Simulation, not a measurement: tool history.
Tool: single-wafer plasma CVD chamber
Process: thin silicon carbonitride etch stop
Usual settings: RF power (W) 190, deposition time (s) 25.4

run	hour	RF power (W)	deposition time (s)	wafers since the last listed run	hours since the last thermocouple change	hours since the last RF generator calibration	hours since the showerhead was replaced	hours since the gauge calibration	read-back reference wafer on the same gauge, thickness_nm	mean film thickness on the monitor wafer (angstrom)
1	0.0	190	23.1	0	558.5	111.4	3181.3	606.5	14.898	132.00
2	66.0	190	23.1	1785	624.5	177.4	3247.3	672.5	14.902	131.69
# hour 69.5: gauge calibrated
3	115.1	190	23.1	1328	673.6	226.5	3296.4	45.6	14.901	132.00
4	159.1	190	23.3	1190	717.6	270.5	3340.4	89.6	14.903	132.58
5	209.0	190	23.3	1349	767.5	320.4	3390.3	139.5	14.903	133.21
6	257.3	215	25.4	1306	815.8	368.7	3438.6	187.8	14.904	154.14
7	293.7	190	25.4	984	852.2	405.1	3475.0	224.2	14.910	144.65
8	343.1	190	25.4	1336	901.6	454.5	3524.4	273.6	14.893	144.78
9	381.7	190	25.4	1044	940.2	493.1	3563.0	312.2	14.897	144.69
10	430.9	190	25.4	1330	989.4	542.3	3612.2	361.4	14.901	144.61
11	459.3	190	25.4	768	1017.8	570.7	3640.6	389.8	14.897	144.54
12	528.5	190	25.4	1872	1087.0	639.9	3709.8	459.0	14.902	144.61
13	562.6	190	25.4	922	1121.1	674.0	3743.9	493.1	14.898	144.15
# hour 633.5: thermocouple changed; heater temperature recalibrated
14	634.0	190	25.4	1715	0.5	745.4	3815.3	564.5	14.897	144.25
15	671.6	155	23.0	1017	38.1	783.0	3852.9	602.1	14.902	116.87
16	702.4	205	23.8	833	68.9	813.8	3883.7	632.9	14.897	140.31
# hour 728.6: gauge calibrated
17	743.5	210	22.1	1111	110.0	854.9	3924.8	14.9	14.901	131.45
18	814.2	190	25.4	1912	180.7	925.6	3995.5	85.6	14.902	143.38
# hour 833.7: showerhead replaced
19	852.0	165	28.3	806	218.5	963.4	18.3	123.4	14.894	148.28
20	880.8	190	25.4	779	247.3	992.2	47.1	152.2	14.906	143.58
# hour 892.7: RF generator calibrated
21	906.0	170	22.9	465	272.5	13.3	72.3	177.4	14.898	123.05
22	973.0	190	25.4	1812	339.5	80.3	139.3	244.4	14.898	144.66
23	1024.2	165	21.6	1385	390.7	131.5	190.5	295.6	14.905	113.83
24	1092.7	155	27.0	1853	459.2	200.0	259.0	364.1	14.902	137.31
25	1147.5	190	23.1	1482	514.0	254.8	313.8	418.9	14.895	131.59
26	1213.2	190	25.4	1777	579.7	320.5	379.5	484.6	14.903	144.69
27	1255.1	225	29.4	1133	621.6	362.4	421.4	526.5	14.902	181.59
28	1284.2	190	22.8	787	650.7	391.5	450.5	555.6	14.904	130.01

Forecast each of these 4 alternatives for the next run:
A	1284.6	225	25.4	10	651.1	391.9	450.9	556.0	?	?
B	1284.6	180	25.4	10	651.1	391.9	450.9	556.0	?	?
C	1284.6	175	25.4	10	651.1	391.9	450.9	556.0	?	?
D	1284.6	155	21.6	10	651.1	391.9	450.9	556.0	?	?

run	read-back reference wafer on the same gauge, thickness_nm	mean film thickness on the monitor wafer (angstrom)
A	14.901	156.71
B	14.901	140.40
C	14.901	138.30
D	14.901	109.72
Without the tool's hidden state the same runs would have given:
run	mean film thickness on the monitor wafer (angstrom)
A	157.31
B	140.94
C	138.83
D	110.14
